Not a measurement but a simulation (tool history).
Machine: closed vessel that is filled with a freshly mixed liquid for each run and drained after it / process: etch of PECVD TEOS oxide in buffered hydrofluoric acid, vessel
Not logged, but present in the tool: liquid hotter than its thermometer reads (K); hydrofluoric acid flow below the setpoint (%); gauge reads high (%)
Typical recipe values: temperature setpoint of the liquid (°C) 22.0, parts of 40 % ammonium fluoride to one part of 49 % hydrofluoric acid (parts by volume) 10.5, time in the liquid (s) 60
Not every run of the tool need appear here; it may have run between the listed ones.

run	hour	temperature setpoint of the liquid (°C)	parts of 40 % ammonium fluoride to one part of 49 % hydrofluoric acid (parts by volume)	time in the liquid (s)	wafers since the last listed run	hours since the thermometer was replaced	hours since the hydrofluoric acid flow meter was replaced	hours since the gauge calibration	read-back film thickness of the PECVD TEOS oxide reference wafer, read on the same gauge (nm)	thickness taken off the PECVD TEOS oxide on a monitor wafer (Å)
1	0.0	22.0	10.5	60	0	2060.8	1464.3	249.5	59.99	714.1
2	14.9	22.0	10.5	60	1600	2075.7	1479.2	264.4	60.01	717.0
3	36.8	22.0	10.5	60	2353	2097.6	1501.1	286.3	60.03	715.4
4	56.6	25.0	10.5	80	2127	2117.4	1520.9	306.1	60.03	1118.7
5	80.6	25.0	10.5	80	2578	2141.4	1544.9	330.1	60.03	1126.0
6	105.6	22.0	10.5	60	2686	2166.4	1569.9	355.1	60.04	717.7
7	121.0	22.0	10.5	60	1654	2181.8	1585.3	370.5	60.01	718.3
# hour 130.2: hydrofluoric acid flow meter replaced
8	138.9	18.0	10.5	70	1815	2199.7	8.7	388.4	59.99	669.1
9	167.8	18.0	10.5	70	3105	2228.6	37.6	417.3	59.99	668.2
10	199.6	18.0	10.5	70	3416	2260.4	69.4	449.1	60.00	673.9
11	235.3	22.0	13.5	60	3835	2296.1	105.1	484.8	60.01	563.1
12	248.9	22.0	13.5	60	1461	2309.7	118.7	498.4	59.98	561.2
13	283.3	22.0	7.5	60	3696	2344.1	153.1	532.8	59.99	981.2
14	302.6	22.0	10.5	90	2073	2363.4	172.4	552.1	59.97	1073.7
15	334.4	22.0	10.5	60	3416	2395.2	204.2	583.9	60.02	720.2
16	347.4	24.0	10.5	60	1396	2408.2	217.2	596.9	59.99	803.7
17	369.4	26.5	14.0	75	2363	2430.2	239.2	618.9	60.00	873.3
18	397.6	18.0	10.5	70	3029	2458.4	267.4	647.1	60.01	676.4

Predict the results of run 19:
19	412.3	23.5	7.0	50	1579	2473.1	282.1	661.8	?	?

{"run 19": {"read-back film thickness of the PECVD TEOS oxide reference wafer, read on the same gauge (nm)": 60.01, "thickness taken off the PECVD TEOS oxide on a monitor wafer (Å)": 959.6}}
With the hidden condition absent and the run-to-run variation left alone, this run would have shown thickness taken off the PECVD TEOS oxide on a monitor wafer (Å) 874.5.

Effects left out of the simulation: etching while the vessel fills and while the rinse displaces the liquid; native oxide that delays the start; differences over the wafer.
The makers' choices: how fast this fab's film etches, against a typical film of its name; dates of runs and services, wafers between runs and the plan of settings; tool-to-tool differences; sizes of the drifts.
